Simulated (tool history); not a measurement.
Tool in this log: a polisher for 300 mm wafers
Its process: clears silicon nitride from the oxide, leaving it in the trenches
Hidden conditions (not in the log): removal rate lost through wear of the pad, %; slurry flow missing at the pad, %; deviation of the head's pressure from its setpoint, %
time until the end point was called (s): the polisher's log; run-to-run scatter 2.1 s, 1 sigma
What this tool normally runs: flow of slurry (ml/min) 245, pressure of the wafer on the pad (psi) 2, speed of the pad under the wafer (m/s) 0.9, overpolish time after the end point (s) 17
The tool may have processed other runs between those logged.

run	hour	flow of slurry (ml/min)	pressure of the wafer on the pad (psi)	speed of the pad under the wafer (m/s)	overpolish time after the end point (s)	wafers since the last listed run	wafers polished on this pad	hours since the slurry nozzle was cleaned	hours since the head pressure was calibrated	incoming thickness of the incoming film, nm	time until the end point was called (s)
1	0	245	2	0.98	17	0	556	517.7	1262.3	85.4	162.1
2	15.9	245	2	0.98	17	119	675	533.6	1278.2	83.7	161
# hour 25.8: worn pad replaced by a new one
3	29.4	275	2	0.9	17	71	27	547.1	1291.7	86.7	164.2
4	58.4	275	2	0.9	17	217	244	576.1	1320.7	85.3	166.5
5	78.4	275	2	0.9	17	150	394	596.1	1340.7	84.9	169.4
6	107.3	245	2	0.9	17	216	611	625	1369.6	86.5	175.7
# hour 114.8: slurry nozzle cleaned
# hour 123.1: worn pad replaced by a new one
7	123.9	245	2	0.9	17	87	5	9.1	1386.2	85.2	159.2
8	151.7	245	2.4	0.78	17	208	214	36.9	1414	85.2	174.3
# hour 215.1: head pressure recalibrated
9	217.7	245	2	0.98	17	480	694	102.9	2.6	84.1	159.6
# hour 230.3: worn pad replaced by a new one
10	252.1	245	2	0.9	17	228	163	137.3	37	84.7	168.2
11	273.3	290	2	0.9	17	159	322	158.5	58.2	84.7	169.1
12	296	195	2	1.16	21	170	492	181.2	80.9	85.8	143.8
13	310.2	245	2.5	0.9	23	106	599	195.4	95.1	83.9	148
# hour 334.5: worn pad replaced by a new one
14	342.9	245	1.6	0.9	13	215	63	228.1	127.8	86	184.6
15	359.8	165	1.6	0.68	25	126	189	245	144.7	84.1	264.5

Run-by-run hidden state of the tool:
slurry flow missing at the pad, %: 0 at every run
deviation of the head's pressure from its setpoint, %: 0 at every run
H1: removal rate lost through wear of the pad, %
run	H1
1	9.03
2	9.42
3	1.54
4	6.57
5	8.19
6	9.31
7	1.11
8	6.45
9	9.93
10	6.34
11	8.69
12	9.98
13	10.4
14	2.43
15	5.41
